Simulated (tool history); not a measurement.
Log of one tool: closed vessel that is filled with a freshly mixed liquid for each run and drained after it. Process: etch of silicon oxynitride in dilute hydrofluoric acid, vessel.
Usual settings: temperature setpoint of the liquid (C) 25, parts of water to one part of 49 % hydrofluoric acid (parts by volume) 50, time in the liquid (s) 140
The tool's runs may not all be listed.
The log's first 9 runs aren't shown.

| run | hour | temperature setpoint of the liquid (C) | parts of water to one part of 49 % hydrofluoric acid (parts by volume) | time in the liquid (s) | wafers since the last listed run | hours since the thermometer was replaced | hours since the hydrofluoric acid flow meter was replaced | hours since the gauge calibration | read-back film thickness of the silicon oxynitride reference wafer, read on the same gauge (nm) | thickness taken off the silicon oxynitride on a monitor wafer (angstrom) |
|---|---|---|---|---|---|---|---|---|---|---|
| 10 | 464.2 | 25 | 50 | 190 | 6303 | 2258.3 | 789.9 | 279.8 | 50.03 | 112.8 |
| 11 | 507.7 | 25 | 50 | 140 | 3933 | 2301.8 | 833.4 | 323.3 | 49.99 | 81.8 |
| 12 | 575.1 | 20.5 | 25 | 95 | 6095 | 2369.2 | 900.8 | 390.7 | 50 | 90.3 |
| 13 | 601.2 | 25 | 50 | 140 | 2360 | 2395.3 | 926.9 | 416.8 | 49.97 | 82 |
|  | 705.7 | thermometer replaced |
| 14 | 711.2 | 25 | 50 | 215 | 9857 | 5.5 | 1036.9 | 526.8 | 50 | 122.8 |
| 15 | 750.6 | 25 | 50 | 190 | 3563 | 44.9 | 1076.3 | 566.2 | 50.01 | 104.6 |
| 16 | 811.4 | 25 | 60 | 225 | 5498 | 105.7 | 1137.1 | 627 | 50 | 105 |
| 17 | 847.1 | 25 | 50 | 140 | 3228 | 141.4 | 1172.8 | 662.7 | 50.01 | 79.8 |
| 18 | 894.8 | 25 | 35 | 210 | 4313 | 189.1 | 1220.5 | 710.4 | 50 | 173.7 |
| 19 | 936.8 | 21 | 30 | 140 | 3798 | 231.1 | 1262.5 | 752.4 | 50.01 | 108.2 |
| 20 | 1001 | 23 | 50 | 65 | 5805 | 295.3 | 1326.7 | 816.6 | 50.03 | 33.3 |
| 21 | 1036.8 | 25 | 50 | 140 | 3237 | 331.1 | 1362.5 | 852.4 | 50 | 79.9 |
| 22 | 1087.2 | 27.5 | 45 | 205 | 4557 | 381.5 | 1412.9 | 902.8 | 49.99 | 147.5 |
|  | 1196.7 | hydrofluoric acid flow meter replaced |
| 23 | 1299.9 | 25 | 30 | 220 | 19144 | 594.2 | 103.2 | 1115.5 | 50.02 | 212.6 |
| 24 | 1348.9 | 27.5 | 75 | 200 | 4431 | 643.2 | 152.2 | 1164.5 | 50 | 85.5 |
| 25 | 1390.6 | 25 | 30 | 205 | 3771 | 684.9 | 193.9 | 1206.2 | 50.01 | 199 |
| 26 | 1430.7 | 22 | 25 | 220 | 3626 | 725 | 234 | 1246.3 | 50.01 | 218 |
| 27 | 1486.4 | 28 | 65 | 70 | 5037 | 780.7 | 289.7 | 1302 | 49.99 | 34.8 |
| 28 | 1530.2 | 22 | 60 | 80 | 3960 | 824.5 | 333.5 | 1345.8 | 50 | 33 |
| 29 | 1574 | 21 | 50 | 210 | 3960 | 868.3 | 377.3 | 1389.6 | 49.99 | 100.5 |
| 30 | 1626.2 | 28 | 25 | 225 | 4720 | 920.5 | 429.5 | 1441.8 | 50 | 308.8 |
| 31 | 1660.7 | 29.5 | 30 | 220 | 3119 | 955 | 464 | 1476.3 | 49.99 | 268.4 |
| 32 | 1712.3 | 29 | 70 | 115 | 4666 | 1006.6 | 515.6 | 1527.9 | 50.01 | 55.6 |

Forecast each of these 5 alternatives for the next run:
| A | 1713 | 25 | 50 | 105 | 63 | 1007.3 | 516.3 | 1528.6 | ? | ? |
| B | 1713 | 26.5 | 40 | 140 | 63 | 1007.3 | 516.3 | 1528.6 | ? | ? |
| C | 1713 | 25 | 70 | 80 | 63 | 1007.3 | 516.3 | 1528.6 | ? | ? |
| D | 1713 | 25 | 50 | 220 | 63 | 1007.3 | 516.3 | 1528.6 | ? | ? |
| E | 1713 | 25 | 55 | 140 | 63 | 1007.3 | 516.3 | 1528.6 | ? | ? |

| run | read-back film thickness of the silicon oxynitride reference wafer, read on the same gauge (nm) | thickness taken off the silicon oxynitride on a monitor wafer (angstrom) |
|---|---|---|
| A | 50 | 59.8 |
| B | 50 | 108.1 |
| C | 50 | 32 |
| D | 50 | 125.3 |
| E | 50 | 72.2 |
Without the tool's hidden state the same runs would have given:
| run | thickness taken off the silicon oxynitride on a monitor wafer (angstrom) |
|---|---|
| A | 57.9 |
| B | 104.7 |
| C | 31 |
| D | 121.4 |
| E | 69.9 |
